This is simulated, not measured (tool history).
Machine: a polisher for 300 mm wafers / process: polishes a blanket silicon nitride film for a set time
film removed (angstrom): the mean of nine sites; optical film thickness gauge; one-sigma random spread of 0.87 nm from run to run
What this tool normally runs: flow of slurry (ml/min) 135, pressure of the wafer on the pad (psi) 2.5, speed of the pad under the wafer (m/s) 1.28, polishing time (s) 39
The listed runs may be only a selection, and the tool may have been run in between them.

run	hour	flow of slurry (ml/min)	pressure of the wafer on the pad (psi)	speed of the pad under the wafer (m/s)	polishing time (s)	wafers since the last listed run	wafers polished on this pad	hours since the slurry nozzle was cleaned	hours since the head pressure was calibrated	incoming thickness of the incoming film, nm	film removed (angstrom)
1	0	135	2.5	1.28	39	0	4268	216.7	339	560.2	710
2	61.8	135	2.5	1.28	39	728	4996	278.5	400.8	552.9	702
3	107.5	135	2	1.28	39	538	5535	324.2	446.5	562.6	600
# hour 126.3: worn pad replaced by a new one
# hour 128.6: head pressure recalibrated
4	154.3	135	2.5	1.28	39	480	306	371	25.7	562	712
5	199.3	135	2.5	1.28	39	530	836	416	70.7	570.8	685
6	242.4	135	2.5	1.28	39	508	1344	459.1	113.8	560.3	691
7	301.5	135	2.5	1.44	39	696	2041	518.2	172.9	568.5	754
8	335.6	135	2.5	1.28	39	401	2443	552.3	207	556.7	681
9	365.1	135	2.5	1.28	39	347	2791	581.8	236.5	565.7	688
10	391	135	2.5	1.28	39	305	3096	607.7	262.4	552	674
# hour 397.7: slurry nozzle cleaned
11	445.4	135	2.5	1.28	39	629	3725	47.7	316.8	559.8	717
12	506.1	135	2.5	1.28	39	715	4441	108.4	377.5	556.5	712
13	563.1	135	2.5	1.42	39	671	5113	165.4	434.5	563.6	769
# hour 579: head pressure recalibrated
14	601.4	100	2.5	1.18	39	427	5540	203.7	22.4	560.2	625
# hour 662.5: worn pad replaced by a new one
15	663	135	2.5	1.28	39	678	5	265.3	84	560.1	711
16	731.7	175	3	1.6	39	809	815	334	152.7	561.5	1020
17	942.3	115	2.5	0.98	32	2482	3297	544.6	363.3	564	453
18	970.5	135	2.5	1.28	25	332	3630	572.8	391.5	564.7	429
# hour 999.6: slurry nozzle cleaned
19	1016.7	135	1.9	1.48	39	532	4162	17.1	437.7	564.6	650
# hour 1054.1: head pressure recalibrated
20	1065.1	175	2.5	1.28	39	546	4709	65.5	11	555.1	746
21	1094.8	135	2.5	1.28	39	350	5059	95.2	40.7	566.1	710
22	1152.7	135	2.5	1.28	39	682	5742	153.1	98.6	563.4	718
# hour 1165.6: worn pad replaced by a new one
23	1222.7	135	2.5	1.28	25	777	673	223.1	168.6	561.3	446
24	1252	135	2.5	0.88	28	345	1018	252.4	197.9	566.2	395
25	1309.3	135	2.5	1.28	39	675	1693	309.7	255.2	569.4	695

Run 26 has not been measured yet. What should we expect?
26	1345.7	135	2.5	0.96	31	429	2123	346.1	291.6	570.5	?

{"run 26": {"film removed (angstrom)": 452}}
With no hidden state in the tool, this same run would have given film removed (angstrom) 471.
